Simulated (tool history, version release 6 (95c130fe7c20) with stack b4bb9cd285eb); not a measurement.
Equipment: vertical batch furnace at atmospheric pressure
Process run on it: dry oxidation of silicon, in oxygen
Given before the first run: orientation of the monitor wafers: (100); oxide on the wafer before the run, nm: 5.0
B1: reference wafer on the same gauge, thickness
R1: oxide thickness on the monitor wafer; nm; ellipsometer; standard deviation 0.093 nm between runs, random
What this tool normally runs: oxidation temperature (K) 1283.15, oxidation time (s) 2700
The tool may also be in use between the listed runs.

{"run": 1, "hour": 0.0, "oxidation temperature (K)": 1283.15, "oxidation time (s)": 2700, "B1": 35.49, "R1": 42.49}
{"run": 2, "hour": 55.4, "oxidation temperature (K)": 1283.15, "oxidation time (s)": 2700, "B1": 35.51, "R1": 42.44}
{"run": 3, "hour": 150.4, "oxidation temperature (K)": 1283.15, "oxidation time (s)": 2700, "B1": 35.48, "R1": 42.32}
{"run": 4, "hour": 230.4, "oxidation temperature (K)": 1269.15, "oxidation time (s)": 2700, "B1": 35.52, "R1": 36.9}
{"run": 5, "hour": 281.6, "oxidation temperature (K)": 1269.15, "oxidation time (s)": 2700, "B1": 35.51, "R1": 36.9}
{"run": 6, "hour": 445.3, "oxidation temperature (K)": 1283.15, "oxidation time (s)": 2700, "B1": 35.51, "R1": 42.13}
{"run": 7, "hour": 494.3, "oxidation temperature (K)": 1283.15, "oxidation time (s)": 2700, "B1": 35.51, "R1": 42.19}
{"run": 8, "hour": 553.0, "oxidation temperature (K)": 1283.15, "oxidation time (s)": 2700, "B1": 35.5, "R1": 42.16}
{"run": 9, "hour": 634.2, "oxidation temperature (K)": 1283.15, "oxidation time (s)": 2700, "B1": 35.5, "R1": 42.22}
{"run": 10, "hour": 728.1, "oxidation temperature (K)": 1283.15, "oxidation time (s)": 2700, "B1": 35.5, "R1": 42.24}
{"run": 11, "hour": 1048.1, "oxidation temperature (K)": 1283.15, "oxidation time (s)": 2700, "B1": 35.49, "R1": 41.98}
{"run": 12, "hour": 1140.4, "oxidation temperature (K)": 1283.15, "oxidation time (s)": 2700, "B1": 35.49, "R1": 41.57}
{"hour": 1187.2, "done": "boat lift adjusted"}
{"run": 13, "hour": 1220.3, "oxidation temperature (K)": 1283.15, "oxidation time (s)": 2700, "B1": 35.49, "R1": 43.52}
{"run": 14, "hour": 1284.9, "oxidation temperature (K)": 1283.15, "oxidation time (s)": 3930, "B1": 35.51, "R1": 54.94}
{"run": 15, "hour": 1335.7, "oxidation temperature (K)": 1269.15, "oxidation time (s)": 2700, "B1": 35.5, "R1": 38.14}
{"run": 16, "hour": 1388.5, "oxidation temperature (K)": 1259.15, "oxidation time (s)": 2700, "B1": 35.52, "R1": 34.64}
{"run": 17, "hour": 1443.3, "oxidation temperature (K)": 1283.15, "oxidation time (s)": 2700, "B1": 35.51, "R1": 43.56}
{"hour": 1494.3, "done": "gauge calibrated"}
{"run": 18, "hour": 1500.5, "oxidation temperature (K)": 1291.15, "oxidation time (s)": 1800, "B1": 35.49, "R1": 37}
{"hour": 1622.0, "done": "thermocouples replaced and temperature profile calibrated"}
{"run": 19, "hour": 1622.5, "oxidation temperature (K)": 1302.15, "oxidation time (s)": 2130, "B1": 35.5, "R1": 44.91}
{"run": 20, "hour": 1657.2, "oxidation temperature (K)": 1283.15, "oxidation time (s)": 2700, "B1": 35.49, "R1": 43.45}
{"run": 21, "hour": 1713.2, "oxidation temperature (K)": 1291.15, "oxidation time (s)": 2250, "B1": 35.5, "R1": 42.06}
{"run": 22, "hour": 1811.9, "oxidation temperature (K)": 1303.15, "oxidation time (s)": 2040, "B1": 35.51, "R1": 44.09}
{"run": 23, "hour": 1871.4, "oxidation temperature (K)": 1283.15, "oxidation time (s)": 2700, "B1": 35.49, "R1": 43.58}
{"run": 24, "hour": 1950.0, "oxidation temperature (K)": 1306.15, "oxidation time (s)": 2310, "B1": 35.5, "R1": 48.89}
{"run": 25, "hour": 2024.5, "oxidation temperature (K)": 1283.15, "oxidation time (s)": 3240, "B1": 35.49, "R1": 48.79}
{"run": 26, "hour": 2101.8, "oxidation temperature (K)": 1260.15, "oxidation time (s)": 1590, "B1": 35.5, "R1": 26.09}
{"run": 27, "hour": 2309.6, "oxidation temperature (K)": 1290.15, "oxidation time (s)": 2040, "B1": 35.5, "R1": 39.38}

Predict each of these 5 candidate next runs independently; none follows another, all start after run 27:
{"run": "A", "hour": 2314.8, "oxidation temperature (K)": 1283.15, "oxidation time (s)": 2700, "B1": "?", "R1": "?"}
{"run": "B", "hour": 2314.8, "oxidation temperature (K)": 1269.15, "oxidation time (s)": 3090, "B1": "?", "R1": "?"}
{"run": "C", "hour": 2314.8, "oxidation temperature (K)": 1267.15, "oxidation time (s)": 1380, "B1": "?", "R1": "?"}
{"run": "D", "hour": 2314.8, "oxidation temperature (K)": 1283.15, "oxidation time (s)": 3840, "B1": "?", "R1": "?"}
{"run": "E", "hour": 2314.8, "oxidation temperature (K)": 1293.15, "oxidation time (s)": 3840, "B1": "?", "R1": "?"}

run=A B1=35.49 R1=43.51
run=B B1=35.49 R1=41.3
run=C B1=35.49 R1=25.71
run=D B1=35.49 R1=54.19
run=E B1=35.49 R1=59.43
Had the tool no hidden state, the same runs would have come out as:
run=A R1=43.7
run=B R1=41.49
run=C R1=25.83
run=D R1=54.43
run=E R1=59.69
